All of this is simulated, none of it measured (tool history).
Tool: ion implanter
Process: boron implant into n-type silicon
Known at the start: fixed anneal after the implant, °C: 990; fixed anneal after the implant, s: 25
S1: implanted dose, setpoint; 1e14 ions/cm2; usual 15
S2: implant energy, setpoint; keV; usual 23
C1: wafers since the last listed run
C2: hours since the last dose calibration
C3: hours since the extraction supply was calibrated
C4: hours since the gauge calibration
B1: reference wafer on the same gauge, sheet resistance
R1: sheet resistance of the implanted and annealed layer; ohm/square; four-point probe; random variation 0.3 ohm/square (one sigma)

run	hour	S1	S2	C1	C2	C3	C4	B1	R1
1	0	15	25.5	0	145.2	4970	139.9	74.5	84.5
2	41.5	15	25.5	818	186.7	5011.5	181.4	74.43	85.08
3	99.5	15	23	1144	244.7	5069.5	239.4	74.46	86.24
4	140.1	15	23	800	285.3	5110.1	280	74.47	86.38
5	208.7	15	23	1353	353.9	5178.7	348.6	74.56	86.37
6	275.1	15	23	1309	420.3	5245.1	415	74.49	85.32
7	334.1	15	23	1163	479.3	5304.1	474	74.53	85.44
8	379.2	15	23	889	524.4	5349.2	519.1	74.49	85.72
9	413.7	15	23	680	558.9	5383.7	553.6	74.51	84.93
10	472.6	15	29.5	1161	617.8	5442.6	612.5	74.5	82.3
11	504.9	15	29.5	637	650.1	5474.9	644.8	74.46	82.53
# hour 518: extraction supply calibrated
12	551.6	18.66	26.5	763	696.8	33.6	691.5	74.52	72.38
13	614.6	16.33	28	1242	759.8	96.6	754.5	74.6	77.48
14	664.1	15	23	976	809.3	146.1	804	74.59	84.11
15	698	18.22	23	668	843.2	180	837.9	74.56	75.21
16	726.1	11.97	26	554	871.3	208.1	866	74.5	97.88
# hour 730.5: gauge calibrated
# hour 752.8: Faraday cup replaced and dose calibrated
17	785.1	12.23	19	1005	32.3	267.1	54.6	74.47	100.67
18	825.1	12.86	31	788	72.3	307.1	94.6	74.45	92.19
19	866.5	15	23	816	113.7	348.5	136	74.47	85.85
20	892.6	19.01	19.5	514	139.8	374.6	162.1	74.59	77.38
21	936	15	23	856	183.2	418	205.5	74.56	85.29
22	969.3	17.61	29.5	656	216.5	451.3	238.8	74.53	74.61

4 ways to go on from here, each from the tool as it stands after run 22. What would each give?
A	969.7	15	23	7	216.9	451.7	239.2	?	?
B	969.7	17.34	23	7	216.9	451.7	239.2	?	?
C	969.7	11.31	31	7	216.9	451.7	239.2	?	?
D	969.7	15	26.5	7	216.9	451.7	239.2	?	?

run	B1	R1
A	74.55	85.64
B	74.55	78.24
C	74.55	102.2
D	74.55	83.9
Without the tool's hidden state the same runs would have given:
run	R1
A	85.72
B	78.3
C	102.31
D	83.97
